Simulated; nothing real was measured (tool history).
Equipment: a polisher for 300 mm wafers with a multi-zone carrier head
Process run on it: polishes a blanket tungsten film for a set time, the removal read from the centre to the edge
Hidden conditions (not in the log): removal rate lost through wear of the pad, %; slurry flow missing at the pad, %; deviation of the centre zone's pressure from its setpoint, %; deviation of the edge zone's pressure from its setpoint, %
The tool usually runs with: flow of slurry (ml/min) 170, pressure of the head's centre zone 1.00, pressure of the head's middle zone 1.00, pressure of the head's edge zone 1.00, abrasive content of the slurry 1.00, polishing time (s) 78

run,hour,flow of slurry (ml/min),pressure of the head's centre zone,pressure of the head's middle zone,pressure of the head's edge zone,abrasive content of the slurry,polishing time (s),wafers since the last listed run,wafers polished on this pad,hours since the slurry nozzle was cleaned,hours since the centre zone pressure was calibrated,hours since the edge zone pressure was calibrated,hours since the carrier head's membrane was replaced,"incoming thickness of the incoming film, nm",film removed at the wafer's centre (nm),film removed at mid-radius (nm),film removed at the wafer's edge (nm)
1,0.0,170,1.08,1.00,1.00,1.00,78,0,3248,200.0,1330.9,269.2,1449.2,943.6,426.1,382.9,393.3
2,54.0,170,1.00,1.00,1.00,1.00,78,790,4038,254.0,1384.9,323.2,1503.2,944.3,403.7,384.0,386.9
# hour 72.2: worn pad replaced by a new one
3,103.7,170,1.00,1.00,1.00,1.00,78,668,461,303.7,1434.6,372.9,1552.9,948.9,412.7,388.7,389.3
# hour 134.9: slurry nozzle cleaned
4,135.4,170,1.00,1.00,1.00,1.00,78,449,910,0.5,1466.3,404.6,1584.6,934.9,411.5,385.2,402.5
5,175.6,170,1.00,1.00,1.00,1.00,78,588,1498,40.7,1506.5,444.8,1624.8,953.4,405.8,384.4,396.0
6,239.1,170,1.06,1.00,1.00,1.00,78,929,2427,104.2,1570.0,508.3,1688.3,942.1,425.4,382.7,388.7
7,271.9,170,1.00,1.00,1.00,1.00,102,479,2907,137.0,1602.8,541.1,1721.1,929.4,535.9,505.9,506.1
# hour 282.1: centre zone pressure recalibrated
# hour 321.9: worn pad replaced by a new one
8,330.2,170,1.00,1.00,1.00,1.00,78,765,121,195.3,48.1,599.4,1779.4,942.5,418.5,384.1,389.8
9,356.7,170,1.00,1.00,0.92,1.25,94,387,508,221.8,74.6,625.9,1805.9,950.5,542.3,495.1,488.6
10,385.3,170,1.08,1.00,1.00,1.00,78,418,927,250.4,103.2,654.5,1834.5,933.8,480.3,380.9,392.2
# hour 442.8: slurry nozzle cleaned
11,443.5,135,1.00,1.00,0.96,1.00,78,836,1763,0.7,161.4,712.7,1892.7,941.5,425.0,373.6,379.4
# hour 469.9: carrier head's membrane replaced by a new one
12,496.5,170,1.09,1.00,1.00,1.00,78,702,2466,53.7,214.4,765.7,26.6,937.0,477.2,378.1,394.8
# hour 529.7: centre zone pressure recalibrated, repeated, since the last time left the tool worse
13,557.5,170,1.04,0.92,1.00,1.00,78,863,3329,114.7,27.8,826.7,87.6,942.1,394.8,359.2,394.3
# hour 590.2: edge zone pressure recalibrated
# hour 600.4: worn pad replaced by a new one
14,625.2,170,1.00,1.00,1.00,1.00,78,902,362,182.4,95.5,35.0,155.3,939.3,376.7,384.1,388.2
15,691.3,170,1.00,1.08,1.00,1.00,70,967,1329,248.5,161.6,101.1,221.4,940.7,346.7,363.8,341.8
16,743.1,170,0.91,1.10,1.00,1.00,78,757,2087,300.3,213.4,152.9,273.2,935.6,349.2,416.5,393.7
17,771.6,210,0.89,0.97,0.92,1.00,78,416,2504,328.8,241.9,181.4,301.7,939.6,344.5,383.7,387.0
# hour 774.3: slurry nozzle cleaned
18,800.5,170,1.00,1.00,1.00,1.00,78,408,2912,26.2,270.8,210.3,330.6,939.4,381.6,383.2,399.5
19,864.1,170,1.00,1.00,1.00,1.00,78,930,3843,89.8,334.4,273.9,394.2,954.0,384.5,380.4,384.3
20,903.7,190,0.96,1.00,0.93,1.00,69,579,4422,129.4,374.0,313.5,433.8,940.6,339.3,338.0,340.8
# hour 909.8: worn pad replaced by a new one
21,945.6,225,1.04,0.89,1.00,0.70,78,554,524,171.3,415.9,355.4,475.7,930.3,373.2,330.7,373.2

Branching from run 21: 4 alternative next runs. What would each branch give?
A,946.0,170,0.91,1.00,1.00,1.00,78,5,529,171.7,416.3,355.8,476.1,936.0,?,?,?
B,946.0,170,1.00,1.00,1.10,1.00,78,5,529,171.7,416.3,355.8,476.1,936.0,?,?,?
C,946.0,110,0.95,1.00,0.95,1.00,59,5,529,171.7,416.3,355.8,476.1,936.0,?,?,?
D,946.0,170,1.00,1.00,1.00,0.90,78,5,529,171.7,416.3,355.8,476.1,936.0,?,?,?

run,film removed at the wafer's centre (nm),film removed at mid-radius (nm),film removed at the wafer's edge (nm)
A,354.2,386.0,387.2
B,389.5,385.7,403.7
C,265.9,279.0,277.4
D,379.0,375.4,376.7
With no hidden state in the tool, these same runs would have given:
run,film removed at the wafer's centre (nm),film removed at mid-radius (nm),film removed at the wafer's edge (nm)
A,345.1,386.0,387.2
B,379.5,385.8,403.7
C,259.0,279.1,277.4
D,369.2,375.4,376.7
